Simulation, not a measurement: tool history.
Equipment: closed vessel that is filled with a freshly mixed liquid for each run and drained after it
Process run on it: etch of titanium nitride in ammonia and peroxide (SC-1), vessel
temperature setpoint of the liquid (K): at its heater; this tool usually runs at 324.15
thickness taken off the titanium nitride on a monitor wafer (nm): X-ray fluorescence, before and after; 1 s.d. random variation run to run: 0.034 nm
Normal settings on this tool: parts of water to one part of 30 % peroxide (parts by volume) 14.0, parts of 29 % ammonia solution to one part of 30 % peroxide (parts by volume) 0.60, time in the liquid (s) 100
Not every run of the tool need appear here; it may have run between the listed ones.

run   hour  temperature setpoint of the liquid (K)  parts of water to one part of 30 % peroxide (parts by volume)  parts of 29 % ammonia solution to one part of 30 % peroxide (parts by volume)  time in the liquid (s)  wafers since the last listed run  hours since the thermometer was replaced  hours since the ammonia flow meter was replaced  hours since the drum of ammonia solution was connected  hours since the gauge calibration  read-back film thickness of the titanium nitride reference wafer, read on the same gauge (nm)  thickness taken off the titanium nitride on a monitor wafer (nm)
  1    0.0                                  324.15                                                           14.0                                                                           0.60                     100                                 0                                    2131.9                                           2181.2                                                   776.7                              893.3                                                                                         119.99                                                              7.86
  2   21.8                                  324.15                                                           14.0                                                                           0.60                     100                              2858                                    2153.7                                           2203.0                                                   798.5                              915.1                                                                                         120.01                                                              7.83
  3   50.4                                  324.15                                                           14.0                                                                           0.60                     100                              3750                                    2182.3                                           2231.6                                                   827.1                              943.7                                                                                         120.01                                                              7.85
  4   85.3                                  324.15                                                           14.0                                                                           0.60                     100                              4576                                    2217.2                                           2266.5                                                   862.0                              978.6                                                                                         119.99                                                              7.80
     119.9  -- thermometer replaced
  5  120.4                                  324.15                                                           14.0                                                                           0.60                     100                              4471                                       0.5                                           2301.6                                                   897.1                             1013.7                                                                                         120.00                                                              7.87
  6  149.7                                  324.15                                                           14.0                                                                           0.60                     100                              3842                                      29.8                                           2330.9                                                   926.4                             1043.0                                                                                         120.00                                                              7.87
  7  163.5                                  324.15                                                           14.0                                                                           0.70                     100                              1809                                      43.6                                           2344.7                                                   940.2                             1056.8                                                                                         120.01                                                              8.08
  8  197.2                                  324.15                                                           14.0                                                                           0.60                     100                              4419                                      77.3                                           2378.4                                                   973.9                             1090.5                                                                                         119.99                                                              7.85
  9  215.2                                  331.65                                                           10.0                                                                           0.60                     100                              2360                                      95.3                                           2396.4                                                   991.9                             1108.5                                                                                         120.01                                                             15.51
     287.4  -- new drum of ammonia solution connected
     291.9  -- gauge calibrated
 10  321.8                                  316.15                                                           14.0                                                                           0.60                     100                             13847                                     201.9                                           2503.0                                                    34.4                               29.9                                                                                         120.00                                                              4.38
 11  362.6                                  324.15                                                           14.0                                                                           0.60                     100                              5350                                     242.7                                           2543.8                                                    75.2                               70.7                                                                                         119.99                                                              7.74
     367.3  -- ammonia flow meter replaced
 12  389.7                                  324.15                                                           14.0                                                                           0.45                     100                              3422                                     269.8                                             22.4                                                   102.3                               97.8                                                                                         120.03                                                              7.34
 13  413.7                                  328.65                                                           11.0                                                                           0.60                     130                              3147                                     293.8                                             46.4                                                   126.3                              121.8                                                                                         120.00                                                             15.45
 14  428.3                                  324.15                                                           14.0                                                                           0.60                     100                              1914                                     308.4                                             61.0                                                   140.9                              136.4                                                                                         119.99                                                              7.67
 15  459.8                                  324.15                                                           14.0                                                                           0.60                      45                              4130                                     339.9                                             92.5                                                   172.4                              167.9                                                                                         120.02                                                              3.48
 16  480.3                                  329.15                                                            7.0                                                                           0.60                     100                              2688                                     360.4                                            113.0                                                   192.9                              188.4                                                                                         120.00                                                             15.58
 17  510.9                                  324.15                                                           14.0                                                                           0.60                     100                              4012                                     391.0                                            143.6                                                   223.5                              219.0                                                                                         120.01                                                              7.71
     529.0  -- new drum of ammonia solution connected, repeated, since the last time left the tool worse
 18  540.4                                  324.15                                                           14.0                                                                           0.70                     100                              3737                                     420.5                                            173.1                                                    11.4                              248.5                                                                                         119.98                                                              8.15
 19  573.0                                  324.15                                                           14.0                                                                           0.60                     100                              4274                                     453.1                                            205.7                                                    44.0                              281.1                                                                                         120.01                                                              7.94
 20  593.3                                  324.15                                                            8.0                                                                           0.50                     135                              2661                                     473.4                                            226.0                                                    64.3                              301.4                                                                                         119.97                                                             13.91
 21  606.4                                  315.65                                                           19.5                                                                           0.75                      60                              1717                                     486.5                                            239.1                                                    77.4                              314.5                                                                                         120.01                                                              2.26
 22  632.6                                  324.15                                                           14.0                                                                           0.60                      45                              3435                                     512.7                                            265.3                                                   103.6                              340.7                                                                                         119.99                                                              3.58
 23  658.9                                  324.15                                                           19.5                                                                           0.75                      75                              3448                                     539.0                                            291.6                                                   129.9                              367.0                                                                                         120.00                                                              5.18
 24  673.7                                  333.65                                                           14.0                                                                           0.60                     150                              1940                                     553.8                                            306.4                                                   144.7                              381.8                                                                                         120.01                                                             22.66
 25  686.3                                  318.15                                                           18.0                                                                           0.60                     100                              1652                                     566.4                                            319.0                                                   157.3                              394.4                                                                                         119.98                                                              4.54
 26  720.4                                  324.15                                                           11.0                                                                           0.60                     100                              4471                                     600.5                                            353.1                                                   191.4                              428.5                                                                                         119.98                                                              9.01
 27  743.5                                  324.15                                                           14.0                                                                           0.60                     100                              3029                                     623.6                                            376.2                                                   214.5                              451.6                                                                                         120.01                                                              7.95
 28  772.5                                  324.15                                                           14.0                                                                           0.60                     100                              3802                                     652.6                                            405.2                                                   243.5                              480.6                                                                                         120.00                                                              7.94

How the hidden state differs across the entries between the runs, from the last listed run before each to the first after it:
Runs 4 to 5: thermometer replaced (hour 119.9)
  ammonia solution weaker than its label (%): 6.27 -> 6.49
  difference, measured minus the result without the unlogged condition, thickness taken off the titanium nitride on a monitor wafer (nm): -0.09 -> -0.10
Runs 9 to 10: new drum of ammonia solution connected (hour 287.4); gauge calibrated (hour 291.9)
  ammonia solution weaker than its label (%): 7.1 -> 14.3
  difference, measured minus the result without the unlogged condition, thickness taken off the titanium nitride on a monitor wafer (nm): -0.19 -> -0.12
Runs 11 to 12: ammonia flow meter replaced (hour 367.3)
  ammonia solution weaker than its label (%): 14.5 -> 14.7
  difference, measured minus the result without the unlogged condition, thickness taken off the titanium nitride on a monitor wafer (nm): -0.22 -> -0.21
Runs 17 to 18: new drum of ammonia solution connected, repeated, since the last time left the tool worse (hour 529.0)
  ammonia solution weaker than its label (%): 15.5 -> 0.0791
  difference, measured minus the result without the unlogged condition, thickness taken off the titanium nitride on a monitor wafer (nm): -0.23 -> +0.00
